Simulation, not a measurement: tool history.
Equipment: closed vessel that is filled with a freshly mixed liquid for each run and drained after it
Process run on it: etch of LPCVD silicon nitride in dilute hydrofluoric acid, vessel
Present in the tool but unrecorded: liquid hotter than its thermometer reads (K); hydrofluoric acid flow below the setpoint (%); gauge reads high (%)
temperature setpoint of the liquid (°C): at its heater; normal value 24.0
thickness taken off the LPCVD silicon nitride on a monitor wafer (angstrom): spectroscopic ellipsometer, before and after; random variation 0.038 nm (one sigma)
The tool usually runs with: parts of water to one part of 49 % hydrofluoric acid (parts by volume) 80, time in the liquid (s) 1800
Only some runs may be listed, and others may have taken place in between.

run	day	temperature setpoint of the liquid (°C)	parts of water to one part of 49 % hydrofluoric acid (parts by volume)	time in the liquid (s)	wafers since the last listed run	hours since the thermometer was replaced	hours since the hydrofluoric acid flow meter was replaced	hours since the gauge calibration	read-back film thickness of the LPCVD silicon nitride reference wafer, read on the same gauge (nm)	thickness taken off the LPCVD silicon nitride on a monitor wafer (angstrom)
1	0.000	24.0	95	1800	0	1827.5	442.6	549.0	140.01	85.6
2	1.321	24.0	95	1800	796	1859.2	474.3	580.7	140.04	85.3
3	2.162	24.0	95	1800	507	1879.4	494.5	600.9	140.02	85.1
4	2.996	24.0	80	1800	502	1899.4	514.5	620.9	140.01	100.6
5	4.150	24.0	80	1390	696	1927.1	542.2	648.6	140.00	77.7
6	4.654	24.0	80	1390	304	1939.2	554.3	660.7	140.01	77.6
7	5.317	24.0	80	1800	399	1955.1	570.2	676.6	139.98	101.1
8	6.512	21.5	50	1800	721	1983.8	598.9	705.3	140.04	134.6
9	7.917	21.5	50	1800	847	2017.5	632.6	739.0	140.06	134.8
10	9.279	21.5	50	1800	821	2050.2	665.3	771.7	140.00	135.7
11	10.571	24.0	80	1800	779	2081.2	696.3	802.7	139.97	100.1
12	11.117	24.0	80	1800	329	2094.3	709.4	815.8	140.00	100.2
13	11.975	24.0	80	1800	517	2114.9	730.0	836.4	139.98	99.4
14	13.404	24.0	80	1800	862	2149.2	764.3	870.7	139.99	99.6
15	14.254	24.0	100	2840	512	2169.6	784.7	891.1	140.01	126.4
# day 16.296: thermometer replaced
# day 16.879: gauge calibrated
16	17.638	24.0	120	2795	2015	32.2	865.9	18.2	139.97	104.2
17	18.962	20.5	55	2650	799	64.0	897.7	50.0	140.00	167.8
18	20.079	25.5	50	2160	673	90.8	924.5	76.8	140.00	209.4
# day 20.400: hydrofluoric acid flow meter replaced
19	21.400	24.0	60	1390	771	122.5	24.0	108.5	139.97	104.6
20	22.238	24.0	80	2350	505	142.6	44.1	128.6	139.96	132.8
21	23.533	24.0	80	1800	781	173.7	75.2	159.7	139.98	101.8
22	24.479	22.5	105	1030	570	196.4	97.9	182.4	140.01	40.1
23	25.883	26.0	105	1285	847	230.1	131.6	216.1	139.97	62.9
24	26.475	24.0	70	1220	356	244.3	145.8	230.3	140.00	78.2
25	29.858	24.0	80	1800	2040	325.5	227.0	311.5	140.02	100.7
26	30.454	24.0	50	1800	359	339.8	241.3	325.8	139.97	160.4
27	31.212	24.0	80	1800	457	358.0	259.5	344.0	140.01	101.3

4 ways to go on from here, each from the tool as it stands after run 27. What would each give?
A	31.258	24.0	80	1800	27	359.1	260.6	345.1	?	?
B	31.258	24.0	80	1145	27	359.1	260.6	345.1	?	?
C	31.258	24.0	80	1210	27	359.1	260.6	345.1	?	?
D	31.258	24.0	40	2415	27	359.1	260.6	345.1	?	?

run	read-back film thickness of the LPCVD silicon nitride reference wafer, read on the same gauge (nm)	thickness taken off the LPCVD silicon nitride on a monitor wafer (angstrom)
A	140.01	100.9
B	140.01	64.2
C	140.01	67.8
D	140.01	267.2
Take away the tool's hidden state, keep each run's random variation, and the runs would have read:
run	thickness taken off the LPCVD silicon nitride on a monitor wafer (angstrom)
A	102.2
B	65.0
C	68.7
D	270.6
